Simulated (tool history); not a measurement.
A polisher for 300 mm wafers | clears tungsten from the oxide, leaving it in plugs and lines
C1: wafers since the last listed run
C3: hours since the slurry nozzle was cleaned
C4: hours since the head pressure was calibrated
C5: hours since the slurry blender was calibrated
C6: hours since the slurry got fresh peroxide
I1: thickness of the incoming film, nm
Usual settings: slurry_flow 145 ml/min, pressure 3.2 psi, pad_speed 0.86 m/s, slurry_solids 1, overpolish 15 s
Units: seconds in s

{"run": 1, "day": 0.0, "slurry_flow": 145, "pressure": 3.2, "pad_speed": 0.86, "slurry_solids": 1, "overpolish": 15, "C1": 0, "wafers polished on this pad": 3755, "C3": 702.2, "C4": 885.2, "C5": 189.2, "C6": 69.6, "I1": 310.7, "seconds": 108.2}
{"day": 1.029, "done": "worn pad replaced by a new one"}
{"run": 2, "day": 1.517, "slurry_flow": 145, "pressure": 3.2, "pad_speed": 0.86, "slurry_solids": 1, "overpolish": 15, "C1": 336, "wafers polished on this pad": 121, "C3": 738.6, "C4": 921.6, "C5": 225.6, "C6": 106, "I1": 307.7, "seconds": 110.3}
{"run": 3, "day": 4.467, "slurry_flow": 145, "pressure": 3.2, "pad_speed": 0.86, "slurry_solids": 1, "overpolish": 15, "C1": 735, "wafers polished on this pad": 857, "C3": 809.4, "C4": 992.4, "C5": 296.4, "C6": 176.8, "I1": 313.3, "seconds": 115.2}
{"run": 4, "day": 7.55, "slurry_flow": 145, "pressure": 3.2, "pad_speed": 0.86, "slurry_solids": 1, "overpolish": 15, "C1": 769, "wafers polished on this pad": 1626, "C3": 883.4, "C4": 1066.4, "C5": 370.4, "C6": 250.8, "I1": 316.2, "seconds": 118.8}
{"day": 7.75, "done": "slurry nozzle cleaned"}
{"run": 5, "day": 10.058, "slurry_flow": 145, "pressure": 3.2, "pad_speed": 0.86, "slurry_solids": 1, "overpolish": 15, "C1": 615, "wafers polished on this pad": 2242, "C3": 55.4, "C4": 1126.6, "C5": 430.6, "C6": 311, "I1": 310.5, "seconds": 118.9}
{"day": 11.375, "done": "slurry blender recalibrated"}
{"run": 6, "day": 12.108, "slurry_flow": 145, "pressure": 2.9, "pad_speed": 0.86, "slurry_solids": 1, "overpolish": 15, "C1": 490, "wafers polished on this pad": 2732, "C3": 104.6, "C4": 1175.8, "C5": 17.6, "C6": 360.2, "I1": 310.5, "seconds": 131.4}
{"run": 7, "day": 13.954, "slurry_flow": 145, "pressure": 2.9, "pad_speed": 0.86, "slurry_solids": 1, "overpolish": 15, "C1": 460, "wafers polished on this pad": 3193, "C3": 148.9, "C4": 1220.1, "C5": 61.9, "C6": 404.5, "I1": 309, "seconds": 131.6}
{"day": 15.121, "done": "slurry tank refilled with fresh slurry and peroxide"}
{"run": 8, "day": 18.333, "slurry_flow": 145, "pressure": 3.2, "pad_speed": 0.86, "slurry_solids": 1, "overpolish": 15, "C1": 1081, "wafers polished on this pad": 4275, "C3": 254, "C4": 1325.2, "C5": 167, "C6": 77.1, "I1": 310.8, "seconds": 109.3}
{"day": 18.775, "done": "worn pad replaced by a new one"}
{"run": 9, "day": 21.671, "slurry_flow": 145, "pressure": 3.2, "pad_speed": 0.86, "slurry_solids": 1, "overpolish": 15, "C1": 790, "wafers polished on this pad": 722, "C3": 334.1, "C4": 1405.3, "C5": 247.1, "C6": 157.2, "I1": 311.4, "seconds": 109.9}
{"run": 10, "day": 23.688, "slurry_flow": 145, "pressure": 3.2, "pad_speed": 1.06, "slurry_solids": 0.75, "overpolish": 15, "C1": 503, "wafers polished on this pad": 1225, "C3": 382.5, "C4": 1453.7, "C5": 295.5, "C6": 205.6, "I1": 315.5, "seconds": 104.6}
{"day": 26.008, "done": "head pressure recalibrated"}
{"day": 26.1, "done": "slurry blender recalibrated"}
{"run": 11, "day": 26.788, "slurry_flow": 145, "pressure": 3.2, "pad_speed": 1.06, "slurry_solids": 0.75, "overpolish": 15, "C1": 731, "wafers polished on this pad": 1956, "C3": 456.9, "C4": 18.7, "C5": 16.5, "C6": 280, "I1": 304.6, "seconds": 105.1}
{"run": 12, "day": 30.658, "slurry_flow": 165, "pressure": 3.2, "pad_speed": 0.86, "slurry_solids": 0.8, "overpolish": 15, "C1": 965, "wafers polished on this pad": 2922, "C3": 549.8, "C4": 111.6, "C5": 109.4, "C6": 372.9, "I1": 314.7, "seconds": 119.2}
{"day": 31.492, "done": "slurry tank refilled with fresh slurry and peroxide"}
{"run": 13, "day": 34.8, "slurry_flow": 185, "pressure": 2.8, "pad_speed": 0.78, "slurry_solids": 0.85, "overpolish": 15, "C1": 1022, "wafers polished on this pad": 3945, "C3": 649.2, "C4": 211, "C5": 208.8, "C6": 79.4, "I1": 311.4, "seconds": 134.7}
{"day": 37.604, "done": "worn pad replaced by a new one"}
{"day": 39.042, "done": "slurry nozzle cleaned"}
{"run": 14, "day": 40.092, "slurry_flow": 165, "pressure": 3.2, "pad_speed": 0.86, "slurry_solids": 1, "overpolish": 15, "C1": 1267, "wafers polished on this pad": 610, "C3": 25.2, "C4": 338, "C5": 335.8, "C6": 206.4, "I1": 306.2, "seconds": 109}
{"day": 41.288, "done": "slurry blender recalibrated"}
{"run": 15, "day": 41.921, "slurry_flow": 145, "pressure": 3.2, "pad_speed": 0.86, "slurry_solids": 1, "overpolish": 15, "C1": 435, "wafers polished on this pad": 1045, "C3": 69.1, "C4": 381.9, "C5": 15.2, "C6": 250.3, "I1": 308.8, "seconds": 116.6}
{"run": 16, "day": 43.454, "slurry_flow": 145, "pressure": 3.2, "pad_speed": 0.86, "slurry_solids": 1, "overpolish": 15, "C1": 382, "wafers polished on this pad": 1428, "C3": 105.9, "C4": 418.7, "C5": 52, "C6": 287.1, "I1": 304.4, "seconds": 115}
{"run": 17, "day": 47.571, "slurry_flow": 145, "pressure": 3.2, "pad_speed": 0.86, "slurry_solids": 1, "overpolish": 15, "C1": 1026, "wafers polished on this pad": 2454, "C3": 204.7, "C4": 517.5, "C5": 150.8, "C6": 385.9, "I1": 310.6, "seconds": 120.1}
{"day": 48.433, "done": "slurry tank refilled with fresh slurry and peroxide"}
{"run": 18, "day": 49.75, "slurry_flow": 190, "pressure": 4, "pad_speed": 0.86, "slurry_solids": 1.25, "overpolish": 19, "C1": 533, "wafers polished on this pad": 2988, "C3": 257, "C4": 569.8, "C5": 203.1, "C6": 31.6, "I1": 310.2, "seconds": 78}
{"run": 19, "day": 52.083, "slurry_flow": 145, "pressure": 3.2, "pad_speed": 0.86, "slurry_solids": 1, "overpolish": 15, "C1": 582, "wafers polished on this pad": 3570, "C3": 313, "C4": 625.8, "C5": 259.1, "C6": 87.6, "I1": 310.6, "seconds": 112.6}
{"day": 55.029, "done": "worn pad replaced by a new one"}
{"run": 20, "day": 55.842, "slurry_flow": 190, "pressure": 3.2, "pad_speed": 0.86, "slurry_solids": 1.15, "overpolish": 15, "C1": 895, "wafers polished on this pad": 202, "C3": 403.2, "C4": 716, "C5": 349.3, "C6": 177.8, "I1": 308.3, "seconds": 104}
{"day": 56.267, "done": "slurry blender recalibrated"}
{"run": 21, "day": 57.579, "slurry_flow": 100, "pressure": 3.2, "pad_speed": 0.86, "slurry_solids": 1, "overpolish": 10, "C1": 412, "wafers polished on this pad": 614, "C3": 444.9, "C4": 757.7, "C5": 31.5, "C6": 219.5, "I1": 309.7, "seconds": 128.3}
{"run": 22, "day": 59.638, "slurry_flow": 185, "pressure": 3.2, "pad_speed": 0.86, "slurry_solids": 1.3, "overpolish": 15, "C1": 513, "wafers polished on this pad": 1128, "C3": 494.3, "C4": 807.1, "C5": 80.9, "C6": 268.9, "I1": 312.4, "seconds": 108.2}
{"run": 23, "day": 62.479, "slurry_flow": 145, "pressure": 3.2, "pad_speed": 0.64, "slurry_solids": 1, "overpolish": 15, "C1": 708, "wafers polished on this pad": 1837, "C3": 562.5, "C4": 875.3, "C5": 149.1, "C6": 337.1, "I1": 307.1, "seconds": 145.5}
{"day": 65.625, "done": "slurry tank refilled with fresh slurry and peroxide"}
{"run": 24, "day": 65.708, "slurry_flow": 145, "pressure": 3.6, "pad_speed": 0.86, "slurry_solids": 1, "overpolish": 15, "C1": 795, "wafers polished on this pad": 2632, "C3": 640, "C4": 952.8, "C5": 226.6, "C6": 2, "I1": 313, "seconds": 91.2}
{"run": 25, "day": 69.792, "slurry_flow": 145, "pressure": 3.2, "pad_speed": 0.86, "slurry_solids": 1, "overpolish": 15, "C1": 1018, "wafers polished on this pad": 3650, "C3": 738, "C4": 1050.8, "C5": 324.6, "C6": 100, "I1": 308.2, "seconds": 107}
{"day": 73.229, "done": "worn pad replaced by a new one"}
{"run": 26, "day": 73.938, "slurry_flow": 145, "pressure": 3.2, "pad_speed": 0.86, "slurry_solids": 1, "overpolish": 15, "C1": 992, "wafers polished on this pad": 177, "C3": 837.5, "C4": 1150.3, "C5": 424.1, "C6": 199.5, "I1": 303.3, "seconds": 110.5}
{"day": 74.575, "done": "slurry blender recalibrated"}
{"run": 27, "day": 76.542, "slurry_flow": 175, "pressure": 3.2, "pad_speed": 1.1, "slurry_solids": 1, "overpolish": 23, "C1": 628, "wafers polished on this pad": 805, "C3": 900, "C4": 1212.8, "C5": 47.2, "C6": 262, "I1": 306.8, "seconds": 92.8}

3 ways to go on from here, each from the tool as it stands after run 27. What would each give?
{"run": "A", "day": 76.562, "slurry_flow": 100, "pressure": 3.2, "pad_speed": 0.86, "slurry_solids": 1, "overpolish": 15, "C1": 5, "wafers polished on this pad": 811, "C3": 900.5, "C4": 1213.3, "C5": 47.7, "C6": 262.5, "I1": 314.4, "seconds": "?"}
{"run": "B", "day": 76.562, "slurry_flow": 165, "pressure": 3.2, "pad_speed": 0.76, "slurry_solids": 1, "overpolish": 20, "C1": 5, "wafers polished on this pad": 811, "C3": 900.5, "C4": 1213.3, "C5": 47.7, "C6": 262.5, "I1": 314.4, "seconds": "?"}
{"run": "C", "day": 76.562, "slurry_flow": 145, "pressure": 2.5, "pad_speed": 0.86, "slurry_solids": 1, "overpolish": 15, "C1": 5, "wafers polished on this pad": 811, "C3": 900.5, "C4": 1213.3, "C5": 47.7, "C6": 262.5, "I1": 314.4, "seconds": "?"}

run=A seconds=128
run=B seconds=126.3
run=C seconds=151.3
Without the tool's hidden state the same runs would have given:
run=A seconds=113
run=B seconds=111.5
run=C seconds=133.5
